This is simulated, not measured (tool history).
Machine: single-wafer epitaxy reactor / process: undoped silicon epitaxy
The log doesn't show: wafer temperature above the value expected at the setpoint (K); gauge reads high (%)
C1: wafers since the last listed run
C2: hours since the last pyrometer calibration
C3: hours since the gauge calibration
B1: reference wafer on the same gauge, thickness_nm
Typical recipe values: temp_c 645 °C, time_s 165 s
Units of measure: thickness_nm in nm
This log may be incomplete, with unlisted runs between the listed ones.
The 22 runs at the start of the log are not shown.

run 23 hour=663.6 | temp_c=651 time_s=151 | C1=169 C2=22.5 C3=166.8 | B1=23.930 | thickness_nm=26.702
run 24 hour=688.3 | temp_c=654 time_s=137 | C1=190 C2=47.2 C3=191.5 | B1=23.922 | thickness_nm=25.678
run 25 hour=714.8 | temp_c=640 time_s=146 | C1=204 C2=73.7 C3=218.0 | B1=23.934 | thickness_nm=20.933
run 26 hour=741.4 | temp_c=640 time_s=156 | C1=205 C2=100.3 C3=244.6 | B1=23.909 | thickness_nm=22.344
run 27 hour=768.2 | temp_c=645 time_s=165 | C1=206 C2=127.1 C3=271.4 | B1=23.905 | thickness_nm=26.086
run 28 hour=789.7 | temp_c=635 time_s=187 | C1=166 C2=148.6 C3=292.9 | B1=23.903 | thickness_nm=24.265
run 29 hour=806.7 | temp_c=652 time_s=133 | C1=131 C2=165.6 C3=309.9 | B1=23.891 | thickness_nm=24.027
run 30 hour=824.4 | temp_c=656 time_s=176 | C1=136 C2=183.3 C3=327.6 | B1=23.898 | thickness_nm=34.234
run 31 hour=852.2 | temp_c=645 time_s=150 | C1=214 C2=211.1 C3=355.4 | B1=23.890 | thickness_nm=23.607
run 32 hour=940.0 | temp_c=650 time_s=165 | C1=677 C2=298.9 C3=443.2 | B1=23.866 | thickness_nm=28.599
run 33 hour=968.6 | temp_c=645 time_s=165 | C1=220 C2=327.5 C3=471.8 | B1=23.871 | thickness_nm=25.912
run 34 hour=1001.2 | temp_c=632 time_s=145 | C1=251 C2=360.1 C3=504.4 | B1=23.851 | thickness_nm=17.646
run 35 hour=1030.2 | temp_c=641 time_s=152 | C1=223 C2=389.1 C3=533.4 | B1=23.851 | thickness_nm=22.122

Predict each of these 3 candidate next runs independently; none follows another, all start after run 35:
run A hour=1030.6 | temp_c=645 time_s=165 | C1=3 C2=389.5 C3=533.8 | B1=? | thickness_nm=?
run B hour=1030.6 | temp_c=636 time_s=182 | C1=3 C2=389.5 C3=533.8 | B1=? | thickness_nm=?
run C hour=1030.6 | temp_c=659 time_s=181 | C1=3 C2=389.5 C3=533.8 | B1=? | thickness_nm=?

run=A B1=23.844 thickness_nm=25.904
run=B B1=23.844 thickness_nm=23.963
run=C B1=23.844 thickness_nm=37.141
Had the tool no hidden state, the same runs would have come out as:
run=A thickness_nm=26.066
run=B thickness_nm=24.113
run=C thickness_nm=37.373
